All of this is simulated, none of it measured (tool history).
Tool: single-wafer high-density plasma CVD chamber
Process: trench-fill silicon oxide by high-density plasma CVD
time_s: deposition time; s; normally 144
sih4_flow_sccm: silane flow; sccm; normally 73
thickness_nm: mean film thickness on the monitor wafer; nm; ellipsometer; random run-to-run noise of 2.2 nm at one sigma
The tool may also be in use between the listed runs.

run,day,time_s,sih4_flow_sccm,"read-back reference wafer on the same gauge, thickness_nm",thickness_nm
1,0,144,83,889.932,1179.151
2,0.658,144,83,889.781,1183.017
3,1.317,144,83,889.799,1179.582
4,1.988,152,73,890.059,1095.521
5,3.483,152,73,889.504,1097.246
6,4.608,144,81,890.493,1155.059
7,5.608,132,66,889.495,859.185
8,6.871,144,73,890.003,1034.523
9,7.988,144,73,890.076,1039.444
10,8.892,144,84,890.255,1193.163
# day 9.658: gauge calibrated
# day 9.979: silane flow controller replaced
11,10,136,85,889.602,1139.707
12,11.246,144,83,889.814,1179.494
13,12.071,122,73,889.822,880.917
14,13.304,126,59,890.018,733.36
15,14.458,134,60,889.714,793.186
16,15.479,131,73,890.319,944.551

Run 17, settings as shown, results not yet in. Your forecast:
17,16.171,144,69,?,?

{"run 17": {"read-back reference wafer on the same gauge, thickness_nm": 890.318, "thickness_nm": 978.508}}
Minus the tool's unlogged condition, the same run would have read thickness_nm 978.508 nm.
